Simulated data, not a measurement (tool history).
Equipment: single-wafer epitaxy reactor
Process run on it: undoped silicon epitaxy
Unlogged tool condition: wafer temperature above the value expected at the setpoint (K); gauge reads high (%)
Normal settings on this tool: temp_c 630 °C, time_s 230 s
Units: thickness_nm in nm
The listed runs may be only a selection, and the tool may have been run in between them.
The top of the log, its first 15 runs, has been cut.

run,day,temp_c,time_s,wafers since the last listed run,hours since the last pyrometer calibration,hours since the gauge calibration,"read-back reference wafer on the same gauge, thickness_nm",thickness_nm
16,16.808,630,230,78,963.4,370.7,25.123,25.069
17,17.725,630,230,120,985.4,392.7,25.139,25.022
18,18.612,623,253,116,1006.7,414,25.072,24.006
19,19.746,630,188,148,1033.9,441.2,25.119,20.653
20,20.771,635,187,134,1058.5,465.8,25.156,22.782
# day 22.033: pyrometer calibrated
21,22.054,636,244,124,0.5,496.6,25.13,28.528
22,22.429,638,193,49,9.5,505.6,25.092,23.509
23,23.529,625,230,144,35.9,532,25.125,21.573
24,24.417,630,230,116,57.2,553.3,25.114,23.82
# day 25.15: gauge calibrated
25,25.162,630,230,97,75.1,0.3,25.112,23.682
26,26.496,630,230,175,107.1,32.3,25.089,23.72
27,30.392,618,184,511,200.6,125.8,25.066,14.795
28,31.5,630,202,145,227.2,152.4,25.068,20.958
29,32.617,639,230,146,254,179.2,25.138,28.941
30,34.062,630,192,189,288.7,213.9,25.075,19.888
31,37.721,639,230,480,376.5,301.7,25.129,28.674
32,38.679,618,184,125,399.5,324.7,25.133,14.947

Consider 5 possible next runs. They are alternatives, not a sequence: every one starts from the tool as it was left by run 32. What does each give?
A,38.7,630,215,2,400,325.2,?,?
B,38.7,623,256,2,400,325.2,?,?
C,38.7,630,250,2,400,325.2,?,?
D,38.7,618,195,2,400,325.2,?,?
E,38.7,620,230,2,400,325.2,?,?

run,"read-back reference wafer on the same gauge, thickness_nm",thickness_nm
A,25.089,22.507
B,25.089,23.167
C,25.089,26.171
D,25.089,15.883
E,25.089,19.542
Without the tool's hidden state the same runs would have given:
run,thickness_nm
A,22.624
B,23.289
C,26.307
D,15.967
E,19.645

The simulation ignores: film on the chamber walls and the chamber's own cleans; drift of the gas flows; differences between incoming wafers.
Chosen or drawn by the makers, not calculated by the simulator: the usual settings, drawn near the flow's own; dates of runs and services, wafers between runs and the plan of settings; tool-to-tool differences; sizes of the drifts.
